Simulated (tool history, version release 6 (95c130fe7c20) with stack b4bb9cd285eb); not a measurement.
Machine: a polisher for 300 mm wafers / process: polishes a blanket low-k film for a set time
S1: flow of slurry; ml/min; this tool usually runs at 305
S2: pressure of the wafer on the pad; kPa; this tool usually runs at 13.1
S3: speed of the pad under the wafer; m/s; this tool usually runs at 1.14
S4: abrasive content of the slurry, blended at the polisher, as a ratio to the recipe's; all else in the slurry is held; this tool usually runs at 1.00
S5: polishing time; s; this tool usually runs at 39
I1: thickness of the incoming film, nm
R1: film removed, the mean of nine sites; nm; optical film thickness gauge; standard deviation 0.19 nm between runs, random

run	hour	S1	S2	S3	S4	S5	I1	R1
1	0.0	305	13.1	1.14	1.00	39	595.6	19.5
# hour 27.4: worn pad replaced by a new one
2	28.6	305	13.1	1.14	1.00	39	589.4	20.0
3	40.9	305	13.1	1.14	1.00	39	597.8	20.4
4	52.0	305	13.1	1.14	1.00	39	592.4	19.7
5	72.3	305	13.1	1.14	1.00	39	589.7	19.5
6	85.0	305	13.1	1.14	1.00	39	605.5	19.1
# hour 94.2: worn pad replaced by a new one
7	94.7	305	13.1	1.14	1.00	39	602.8	20.1
# hour 101.0: slurry nozzle cleaned
8	110.3	305	10.3	1.14	1.15	35	592.1	15.6
9	121.1	305	13.1	1.14	1.00	44	602.6	22.4
# hour 124.5: slurry blender recalibrated
10	133.3	390	13.1	1.14	1.00	39	607.4	20.4

What does the tool deliver on the next run?
11	144.8	305	13.1	1.14	1.00	44	594.0	?

Logged for run 11: R1 22.0 nm.
Had the tool carried no hidden state, the very same run would have given R1 22.7 nm.
